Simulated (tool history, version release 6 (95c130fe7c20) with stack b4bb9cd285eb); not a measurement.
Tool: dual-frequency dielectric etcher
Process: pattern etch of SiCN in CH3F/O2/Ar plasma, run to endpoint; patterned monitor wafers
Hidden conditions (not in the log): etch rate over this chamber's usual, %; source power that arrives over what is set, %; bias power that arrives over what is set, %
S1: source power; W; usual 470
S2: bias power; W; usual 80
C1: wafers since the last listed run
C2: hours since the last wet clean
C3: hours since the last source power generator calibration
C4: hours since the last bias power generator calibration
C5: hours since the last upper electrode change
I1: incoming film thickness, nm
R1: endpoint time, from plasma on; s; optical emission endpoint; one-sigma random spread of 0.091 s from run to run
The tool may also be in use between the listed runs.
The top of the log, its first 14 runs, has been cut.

run      day   S1  S2    C1     C2      C3      C4      C5    I1    R1
      46.771  -- wet clean of the chamber
 15    47.05  440  80  1146    6.7   321.3  2899.7   210.7  6.79  17.4
 16    51.05  470  71  1454  102.7   417.3  2995.7   306.7  6.75  17.4
 17   55.338  550  64  1558  205.6   520.2  3098.6   409.6  6.78  16.9
      55.546  -- bias power generator calibrated
 18    59.55  520  63  1471  306.7   621.3    96.1   510.7  6.81  17.7
 19   61.621  430  66   752  356.4     671   145.8   560.4  6.77  18.8
 20   65.354  470  80  1357    446   760.6   235.4     650  6.78  16.8
      68.729  -- wet clean of the chamber
 21    68.75  470  80   871    0.5   842.1   316.9   731.5  6.81  16.9
 22   69.875  580  80   409   27.5   869.1   343.9   758.5  6.86  15.7
 23   71.679  420  60   656   70.8   912.4   387.2   801.8  6.77  19.7
 24   75.621  570  97  1433  165.4    1007   481.8   896.4  6.75  14.4
 25   79.338  590  94  1351  254.6  1096.2     571   985.6  6.79  14.4
 26    87.45  540  67  2949  449.3  1290.9   765.7  1180.3  6.77  16.8
 27    91.05  360  68  1308  535.7  1377.3   852.1  1266.7  6.74  20.3
 28   93.321  420  67   825  590.2  1431.8   906.6  1321.2  6.81  18.9
      95.167  -- wet clean of the chamber
 29   96.342  430  62   734   28.2  1504.3   979.1  1393.7  6.73    19
 30  100.433  470  80  1487  126.4  1602.5  1077.3  1491.9  6.79  16.9
 31  104.642  540  80  1530  227.4  1703.5  1178.3  1592.9  6.78  15.8

Each row is a separate what-if for the run after 31, all from the same tool condition, not one after another. Results?
  A  104.658  470  80   6  227.8  1703.9  1178.7  1593.3  6.85   ?
  B  104.658  390  88   6  227.8  1703.9  1178.7  1593.3  6.85   ?
  C  104.658  390  96   6  227.8  1703.9  1178.7  1593.3  6.85   ?
  D  104.658  400  80   6  227.8  1703.9  1178.7  1593.3  6.85   ?
  E  104.658  470  93   6  227.8  1703.9  1178.7  1593.3  6.85   ?

run    R1
  A  17.1
  B  17.9
  C  17.2
  D  18.3
  E  16.1
Without the tool's unlogged condition, the same runs would have read:
run    R1
  A  17.1
  B  17.9
  C  17.2
  D  18.3
  E  16.1

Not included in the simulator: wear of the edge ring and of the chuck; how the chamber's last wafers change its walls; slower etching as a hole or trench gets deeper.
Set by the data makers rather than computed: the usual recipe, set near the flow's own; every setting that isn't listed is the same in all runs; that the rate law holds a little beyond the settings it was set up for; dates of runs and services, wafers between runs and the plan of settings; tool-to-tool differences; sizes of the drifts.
